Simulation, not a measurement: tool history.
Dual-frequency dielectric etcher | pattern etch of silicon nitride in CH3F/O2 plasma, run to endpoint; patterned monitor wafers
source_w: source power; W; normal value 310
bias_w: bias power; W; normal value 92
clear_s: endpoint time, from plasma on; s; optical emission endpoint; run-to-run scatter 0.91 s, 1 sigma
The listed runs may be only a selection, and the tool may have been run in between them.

run	hour	source_w	bias_w	wafers since the last listed run	hours since the last wet clean	hours since the last source power generator calibration	hours since the last bias power generator calibration	hours since the last upper electrode change	incoming incoming film thickness, nm	clear_s
1	0.0	310	92	0	532.2	3065.5	2345.7	4598.2	110.4	119.7
2	36.9	310	92	220	569.1	3102.4	2382.6	4635.1	111.7	119.9
# hour 100.6: upper electrode replaced
3	108.7	340	92	285	640.9	3174.2	2454.4	8.1	109.9	116.5
# hour 183.9: wet clean of the chamber
4	184.4	310	92	308	0.5	3249.9	2530.1	83.8	111.2	126.0
5	223.6	310	92	234	39.7	3289.1	2569.3	123.0	110.9	127.3
6	295.2	310	92	427	111.3	3360.7	2640.9	194.6	109.9	125.5
7	341.2	310	92	274	157.3	3406.7	2686.9	240.6	110.5	124.4
8	383.7	310	92	253	199.8	3449.2	2729.4	283.1	111.7	126.4
9	452.4	310	92	410	268.5	3517.9	2798.1	351.8	111.3	124.0
10	555.8	310	92	617	371.9	3621.3	2901.5	455.2	110.0	120.6
11	617.5	310	92	368	433.6	3683.0	2963.2	516.9	110.0	121.5
# hour 820.1: wet clean of the chamber
12	908.1	350	99	1593	88.0	3973.6	3253.8	807.5	109.4	119.8
13	989.1	310	82	484	169.0	4054.6	3334.8	888.5	109.9	123.7
# hour 1147.4: bias power generator calibrated
14	1195.4	390	81	1208	375.3	4260.9	48.0	1094.8	110.0	118.8
15	1275.1	310	80	476	455.0	4340.6	127.7	1174.5	110.9	126.1
# hour 1349.6: source power generator calibrated
16	1375.4	360	100	575	555.3	25.8	228.0	1274.8	111.4	115.6
17	1411.4	250	74	215	591.3	61.8	264.0	1310.8	109.4	128.5
# hour 1457.3: wet clean of the chamber
18	1457.8	360	105	133	0.5	108.2	310.4	1357.2	110.3	117.2
19	1539.3	310	92	487	82.0	189.7	391.9	1438.7	111.1	125.7
20	1607.4	270	99	406	150.1	257.8	460.0	1506.8	109.3	123.2
21	1649.1	340	77	249	191.8	299.5	501.7	1548.5	109.9	125.0
22	1729.9	310	92	482	272.6	380.3	582.5	1629.3	110.5	123.1
23	1777.6	370	92	285	320.3	428.0	630.2	1677.0	109.5	117.2
24	1843.3	280	106	392	386.0	493.7	695.9	1742.7	110.0	120.4
25	1913.4	270	103	418	456.1	563.8	766.0	1812.8	110.8	122.1
26	1980.9	290	81	403	523.6	631.3	833.5	1880.3	110.0	127.6
27	2081.6	390	92	601	624.3	732.0	934.2	1981.0	110.1	115.5
28	2125.5	310	92	262	668.2	775.9	978.1	2024.9	110.4	119.0
29	2173.2	250	92	285	715.9	823.6	1025.8	2072.6	110.3	123.8
# hour 2232.0: wet clean of the chamber
30	2258.8	270	81	368	26.8	909.2	1111.4	2158.2	110.0	132.6
31	2354.1	310	92	569	122.1	1004.5	1206.7	2253.5	110.1	125.0
32	2414.3	310	92	359	182.3	1064.7	1266.9	2313.7	109.9	124.1
33	2515.9	310	92	607	283.9	1166.3	1368.5	2415.3	110.3	123.3
34	2607.1	240	92	545	375.1	1257.5	1459.7	2506.5	110.8	128.9

Give the tool's hidden conditions for every run:
source power that arrives over what is set, %: 0 at every run
bias power that arrives over what is set, %: 0 at every run
H1: etch rate over this chamber's usual, %
run	H1
1	4.33
2	4.6
3	5.12
4	-0.393
5	-0.109
6	0.408
7	0.741
8	1.05
9	1.54
10	2.29
11	2.74
12	1.04
13	1.63
14	3.12
15	3.7
16	4.42
17	4.68
18	-0.375
19	0.214
20	0.707
21	1.01
22	1.59
23	1.94
24	2.41
25	2.92
26	3.41
27	4.13
28	4.45
29	4.8
30	-0.188
31	0.501
32	0.936
33	1.67
34	2.33
